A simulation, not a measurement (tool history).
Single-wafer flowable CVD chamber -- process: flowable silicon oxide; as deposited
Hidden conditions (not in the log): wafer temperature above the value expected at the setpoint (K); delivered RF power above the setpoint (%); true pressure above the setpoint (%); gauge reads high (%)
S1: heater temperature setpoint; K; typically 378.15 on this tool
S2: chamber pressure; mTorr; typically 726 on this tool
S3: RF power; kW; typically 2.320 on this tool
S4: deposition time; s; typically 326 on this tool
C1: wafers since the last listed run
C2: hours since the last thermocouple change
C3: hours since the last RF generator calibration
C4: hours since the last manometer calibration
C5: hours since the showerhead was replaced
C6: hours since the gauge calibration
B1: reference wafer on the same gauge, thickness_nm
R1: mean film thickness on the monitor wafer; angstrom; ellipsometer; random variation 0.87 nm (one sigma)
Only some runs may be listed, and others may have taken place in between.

| run | hour | S1 | S2 | S3 | S4 | C1 | C2 | C3 | C4 | C5 | C6 | B1 | R1 |
|---|---|---|---|---|---|---|---|---|---|---|---|---|---|
| 1 | 0.0 | 378.15 | 726 | 2.320 | 296 | 0 | 1584.2 | 650.4 | 1068.7 | 2741.6 | 236.6 | 174.488 | 1452.87 |
| 2 | 8.5 | 378.15 | 726 | 2.320 | 326 | 60 | 1592.7 | 658.9 | 1077.2 | 2750.1 | 245.1 | 175.117 | 1593.83 |
| 3 | 24.3 | 378.15 | 726 | 2.320 | 326 | 112 | 1608.5 | 674.7 | 1093.0 | 2765.9 | 260.9 | 174.531 | 1619.37 |
| 4 | 35.6 | 378.15 | 726 | 2.320 | 326 | 80 | 1619.8 | 686.0 | 1104.3 | 2777.2 | 272.2 | 174.826 | 1597.82 |
| 5 | 43.8 | 378.15 | 726 | 2.320 | 326 | 58 | 1628.0 | 694.2 | 1112.5 | 2785.4 | 280.4 | 174.963 | 1608.32 |
| 6 | 56.5 | 378.15 | 726 | 2.135 | 326 | 90 | 1640.7 | 706.9 | 1125.2 | 2798.1 | 293.1 | 175.143 | 1574.63 |
| 7 | 70.7 | 378.15 | 726 | 2.135 | 326 | 100 | 1654.9 | 721.1 | 1139.4 | 2812.3 | 307.3 | 174.980 | 1585.56 |
| 8 | 87.8 | 378.15 | 621 | 2.320 | 326 | 121 | 1672.0 | 738.2 | 1156.5 | 2829.4 | 324.4 | 175.026 | 1365.08 |
| 9 | 102.6 | 378.15 | 621 | 2.320 | 326 | 104 | 1686.8 | 753.0 | 1171.3 | 2844.2 | 339.2 | 174.607 | 1378.03 |
|  | 107.1 | gauge calibrated |
| 10 | 114.6 | 378.15 | 726 | 2.320 | 326 | 85 | 1698.8 | 765.0 | 1183.3 | 2856.2 | 7.5 | 175.154 | 1607.77 |
| 11 | 128.7 | 378.15 | 726 | 2.320 | 326 | 99 | 1712.9 | 779.1 | 1197.4 | 2870.3 | 21.6 | 175.229 | 1622.67 |
| 12 | 138.8 | 368.15 | 570 | 2.740 | 263 | 71 | 1723.0 | 789.2 | 1207.5 | 2880.4 | 31.7 | 175.035 | 1477.24 |
| 13 | 148.9 | 378.15 | 726 | 2.745 | 326 | 71 | 1733.1 | 799.3 | 1217.6 | 2890.5 | 41.8 | 175.134 | 1655.28 |
| 14 | 162.4 | 378.15 | 851 | 1.940 | 326 | 95 | 1746.6 | 812.8 | 1231.1 | 2904.0 | 55.3 | 175.176 | 1820.12 |
|  | 176.5 | capacitance manometer re-zeroed and calibrated |
| 15 | 177.0 | 378.15 | 726 | 2.320 | 326 | 46 | 1761.2 | 827.4 | 0.5 | 2918.6 | 69.9 | 174.644 | 1706.81 |
|  | 207.6 | showerhead replaced |
| 16 | 222.2 | 365.15 | 893 | 2.320 | 373 | 263 | 1806.4 | 872.6 | 45.7 | 14.6 | 115.1 | 174.812 | 3657.05 |
| 17 | 236.3 | 374.15 | 556 | 2.320 | 347 | 99 | 1820.5 | 886.7 | 59.8 | 28.7 | 129.2 | 174.776 | 1606.61 |
| 18 | 243.1 | 378.15 | 726 | 2.320 | 326 | 48 | 1827.3 | 893.5 | 66.6 | 35.5 | 136.0 | 175.020 | 1719.06 |
|  | 254.0 | thermocouple changed; heater temperature recalibrated |
|  | 258.4 | capacitance manometer re-zeroed and calibrated, repeated, since the last time left the tool worse |
| 19 | 258.9 | 378.15 | 893 | 2.320 | 375 | 24 | 4.9 | 909.3 | 0.5 | 51.3 | 151.8 | 174.638 | 2175.17 |
| 20 | 272.3 | 368.15 | 842 | 2.715 | 285 | 94 | 18.3 | 922.7 | 13.9 | 64.7 | 165.2 | 175.075 | 2210.72 |
|  | 284.5 | RF generator calibrated |
| 21 | 285.0 | 384.15 | 556 | 2.140 | 326 | 33 | 31.0 | 0.5 | 26.6 | 77.4 | 177.9 | 175.187 | 957.94 |
| 22 | 296.4 | 378.15 | 726 | 1.955 | 279 | 80 | 42.4 | 11.9 | 38.0 | 88.8 | 189.3 | 175.133 | 1269.44 |
| 23 | 312.3 | 378.15 | 666 | 2.320 | 326 | 112 | 58.3 | 27.8 | 53.9 | 104.7 | 205.2 | 174.937 | 1411.01 |
| 24 | 319.1 | 378.15 | 726 | 2.765 | 309 | 48 | 65.1 | 34.6 | 60.7 | 111.5 | 212.0 | 174.883 | 1494.50 |
| 25 | 343.2 | 378.15 | 726 | 2.320 | 262 | 170 | 89.2 | 58.7 | 84.8 | 135.6 | 236.1 | 175.060 | 1235.89 |
| 26 | 375.5 | 378.15 | 726 | 2.320 | 326 | 228 | 121.5 | 91.0 | 117.1 | 167.9 | 268.4 | 174.503 | 1530.72 |
| 27 | 388.3 | 378.15 | 618 | 2.320 | 348 | 90 | 134.3 | 103.8 | 129.9 | 180.7 | 281.2 | 174.777 | 1402.73 |

5 ways to go on from here, each from the tool as it stands after run 27. What would each give?
| A | 388.8 | 378.15 | 878 | 2.320 | 326 | 3 | 134.8 | 104.3 | 130.4 | 181.2 | 281.7 | ? | ? |
| B | 388.8 | 366.15 | 784 | 2.320 | 326 | 3 | 134.8 | 104.3 | 130.4 | 181.2 | 281.7 | ? | ? |
| C | 388.8 | 369.15 | 726 | 2.675 | 326 | 3 | 134.8 | 104.3 | 130.4 | 181.2 | 281.7 | ? | ? |
| D | 388.8 | 378.15 | 726 | 2.045 | 264 | 3 | 134.8 | 104.3 | 130.4 | 181.2 | 281.7 | ? | ? |
| E | 388.8 | 367.15 | 726 | 2.320 | 326 | 3 | 134.8 | 104.3 | 130.4 | 181.2 | 281.7 | ? | ? |

| run | B1 | R1 |
|---|---|---|
| A | 175.240 | 1869.68 |
| B | 175.240 | 2478.54 |
| C | 175.240 | 2125.93 |
| D | 175.240 | 1220.47 |
| E | 175.240 | 2221.72 |
Without the tool's hidden state the same runs would have given:
| run | R1 |
|---|---|
| A | 1872.00 |
| B | 2481.71 |
| C | 2128.74 |
| D | 1222.08 |
| E | 2224.65 |

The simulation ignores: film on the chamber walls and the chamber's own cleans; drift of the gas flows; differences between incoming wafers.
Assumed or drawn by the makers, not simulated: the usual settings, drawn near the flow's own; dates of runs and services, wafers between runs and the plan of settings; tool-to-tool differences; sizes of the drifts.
